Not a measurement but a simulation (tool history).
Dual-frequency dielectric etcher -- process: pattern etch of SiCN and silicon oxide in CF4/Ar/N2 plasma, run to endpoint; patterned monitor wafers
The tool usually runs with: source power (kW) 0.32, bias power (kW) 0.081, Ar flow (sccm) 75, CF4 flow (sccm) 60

| run | hour | source power (kW) | bias power (kW) | Ar flow (sccm) | CF4 flow (sccm) | incoming incoming film thickness, nm | endpoint time (s) |
|---|---|---|---|---|---|---|---|
| 1 | 0 | 0.32 | 0.081 | 75 | 60 | 10.52 | 16.5 |
| 2 | 103.2 | 0.32 | 0.081 | 75 | 60 | 10.49 | 16.4 |
|  | 179.9 | upper electrode replaced |
|  | 180.9 | wet clean of the chamber |
| 3 | 181.4 | 0.32 | 0.069 | 75 | 53 | 10.53 | 17.1 |
| 4 | 211.3 | 0.32 | 0.069 | 75 | 53 | 10.41 | 16.7 |
|  | 282.1 | source power generator calibrated |
| 5 | 312.8 | 0.32 | 0.081 | 75 | 60 | 10.51 | 15.7 |
| 6 | 353.2 | 0.32 | 0.081 | 75 | 60 | 10.52 | 16.1 |
|  | 415.5 | CF4 flow controller replaced |
| 7 | 416 | 0.38 | 0.081 | 75 | 67 | 10.48 | 13 |
|  | 467.6 | Ar flow controller replaced |
| 8 | 500 | 0.25 | 0.081 | 75 | 66 | 10.46 | 21.3 |
| 9 | 599.9 | 0.38 | 0.073 | 84 | 45 | 10.48 | 14.8 |
|  | 659.7 | bias power generator calibrated |
| 10 | 675.4 | 0.32 | 0.069 | 75 | 53 | 10.5 | 17.7 |
| 11 | 760.2 | 0.32 | 0.081 | 64 | 67 | 10.48 | 16.1 |
|  | 827.9 | wet clean of the chamber |
| 12 | 828.4 | 0.32 | 0.072 | 75 | 60 | 10.49 | 16.6 |
| 13 | 880.1 | 0.37 | 0.073 | 57 | 73 | 10.54 | 13.4 |
| 14 | 940 | 0.39 | 0.093 | 75 | 60 | 10.39 | 12 |
| 15 | 1005.3 | 0.32 | 0.072 | 86 | 60 | 10.49 | 16.9 |
| 16 | 1082.4 | 0.32 | 0.068 | 75 | 60 | 10.6 | 17.5 |
| 17 | 1129 | 0.32 | 0.081 | 75 | 60 | 10.44 | 16.2 |
| 18 | 1197.9 | 0.35 | 0.068 | 75 | 60 | 10.41 | 15.8 |
| 19 | 1282.6 | 0.32 | 0.081 | 66 | 60 | 10.53 | 16.3 |
| 20 | 1320.8 | 0.32 | 0.093 | 75 | 50 | 10.57 | 15.9 |
|  | 1379.5 | wet clean of the chamber |
| 21 | 1380 | 0.32 | 0.081 | 75 | 60 | 10.62 | 15.9 |
| 22 | 1423 | 0.29 | 0.086 | 68 | 60 | 10.59 | 17.3 |
| 23 | 1527.4 | 0.32 | 0.081 | 75 | 60 | 10.53 | 16 |

Alternative continuations, all from the tool just after run 23; predict every row:
| A | 1527.8 | 0.39 | 0.081 | 75 | 60 | 10.53 | ? |
| B | 1527.8 | 0.32 | 0.081 | 63 | 46 | 10.53 | ? |
| C | 1527.8 | 0.29 | 0.068 | 75 | 73 | 10.53 | ? |
| D | 1527.8 | 0.32 | 0.074 | 81 | 60 | 10.53 | ? |
| E | 1527.8 | 0.32 | 0.081 | 82 | 60 | 10.53 | ? |

| run | endpoint time (s) |
|---|---|
| A | 12.8 |
| B | 16.2 |
| C | 18.5 |
| D | 16.5 |
| E | 16 |
What these runs would have given with no unlogged condition in the tool:
| run | endpoint time (s) |
|---|---|
| A | 12.5 |
| B | 15.9 |
| C | 18.1 |
| D | 16.2 |
| E | 15.7 |

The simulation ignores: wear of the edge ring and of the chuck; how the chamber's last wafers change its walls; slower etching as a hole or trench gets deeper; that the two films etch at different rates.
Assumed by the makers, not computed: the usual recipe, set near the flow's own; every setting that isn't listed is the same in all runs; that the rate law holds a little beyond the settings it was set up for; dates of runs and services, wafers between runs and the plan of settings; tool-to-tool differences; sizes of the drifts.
